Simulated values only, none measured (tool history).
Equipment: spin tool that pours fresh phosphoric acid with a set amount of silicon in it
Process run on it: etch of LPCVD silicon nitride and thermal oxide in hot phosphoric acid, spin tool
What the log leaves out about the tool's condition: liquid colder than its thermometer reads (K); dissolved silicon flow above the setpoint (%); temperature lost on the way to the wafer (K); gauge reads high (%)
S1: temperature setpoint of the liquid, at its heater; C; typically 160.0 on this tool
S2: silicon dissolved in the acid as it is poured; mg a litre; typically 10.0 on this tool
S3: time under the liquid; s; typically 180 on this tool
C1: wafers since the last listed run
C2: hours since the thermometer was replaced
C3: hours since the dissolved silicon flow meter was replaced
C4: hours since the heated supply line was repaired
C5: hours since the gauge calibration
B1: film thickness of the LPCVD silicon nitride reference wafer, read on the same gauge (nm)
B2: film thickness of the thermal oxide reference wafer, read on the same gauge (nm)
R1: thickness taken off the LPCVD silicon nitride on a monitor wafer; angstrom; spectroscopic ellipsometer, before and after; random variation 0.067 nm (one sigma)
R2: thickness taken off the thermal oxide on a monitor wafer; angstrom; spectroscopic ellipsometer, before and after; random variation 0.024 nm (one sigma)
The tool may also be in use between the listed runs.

run	day	S1	S2	S3	C1	C2	C3	C4	C5	B1	B2	R1	R2
1	0.000	160.0	8.0	180	0	1328.5	2186.9	2534.9	794.4	96.34	28.874	148.2	3.82
2	0.646	160.0	10.0	180	151	1344.0	2202.4	2550.4	809.9	96.32	28.907	148.5	3.56
3	1.404	158.0	10.0	130	177	1362.2	2220.6	2568.6	828.1	96.32	28.834	100.3	2.37
4	2.458	161.5	10.0	180	246	1387.5	2245.9	2593.9	853.4	96.33	28.862	157.6	3.68
5	3.850	162.5	12.5	180	325	1420.9	2279.3	2627.3	886.8	96.30	28.873	161.5	4.40
6	4.479	161.0	17.5	255	147	1436.0	2294.4	2642.4	901.9	96.27	28.901	219.3	4.62
# day 4.596: dissolved silicon flow meter replaced
# day 5.104: thermometer replaced
7	5.408	158.5	6.5	70	197	7.3	19.5	2664.7	924.2	96.29	28.883	54.8	1.36
# day 6.125: gauge calibrated
8	6.138	160.0	18.0	180	170	24.8	37.0	2682.2	0.3	100.16	30.045	154.4	3.26
# day 7.179: heated supply line repaired
9	7.258	163.0	10.0	180	252	51.7	63.9	1.9	27.2	99.78	29.975	170.2	4.69
10	8.492	160.0	18.0	180	288	81.3	93.5	31.5	56.8	99.50	29.831	152.4	3.03
11	9.746	160.0	10.0	150	293	111.4	123.6	61.6	86.9	99.22	29.763	126.5	3.21
12	11.058	158.0	10.0	180	307	142.9	155.1	93.1	118.4	98.92	29.683	142.2	3.16
13	11.704	160.0	14.0	180	151	158.4	170.6	108.6	133.9	98.85	29.623	153.4	3.61
14	13.042	160.0	6.5	70	313	190.5	202.7	140.7	166.0	98.58	29.544	59.3	1.47
15	14.038	160.0	10.0	180	233	214.4	226.6	164.6	189.9	98.36	29.543	151.3	3.51
16	14.717	160.0	14.5	235	158	230.7	242.9	180.9	206.2	98.33	29.509	198.7	4.24
17	15.417	158.0	3.0	210	163	247.5	259.7	197.7	223.0	98.26	29.485	165.1	4.60
18	16.267	160.0	10.0	255	198	267.9	280.1	218.1	243.4	98.09	29.407	215.1	5.51
19	16.812	160.0	10.0	180	127	281.0	293.2	231.2	256.5	98.03	29.422	151.3	3.51
20	17.792	157.5	4.5	180	229	304.5	316.7	254.7	280.0	97.93	29.390	139.6	3.44

What does the tool deliver on the next run?
21	18.771	160.0	2.5	180	229	328.0	340.2	278.2	303.5	?	?	?	?

{"run 21": {"B1": 97.78, "B2": 29.34, "R1": 151.5, "R2": 4.11}}
Minus the tool's unlogged condition, the same run would have read R1 154.9 angstrom, R2 4.21 angstrom.
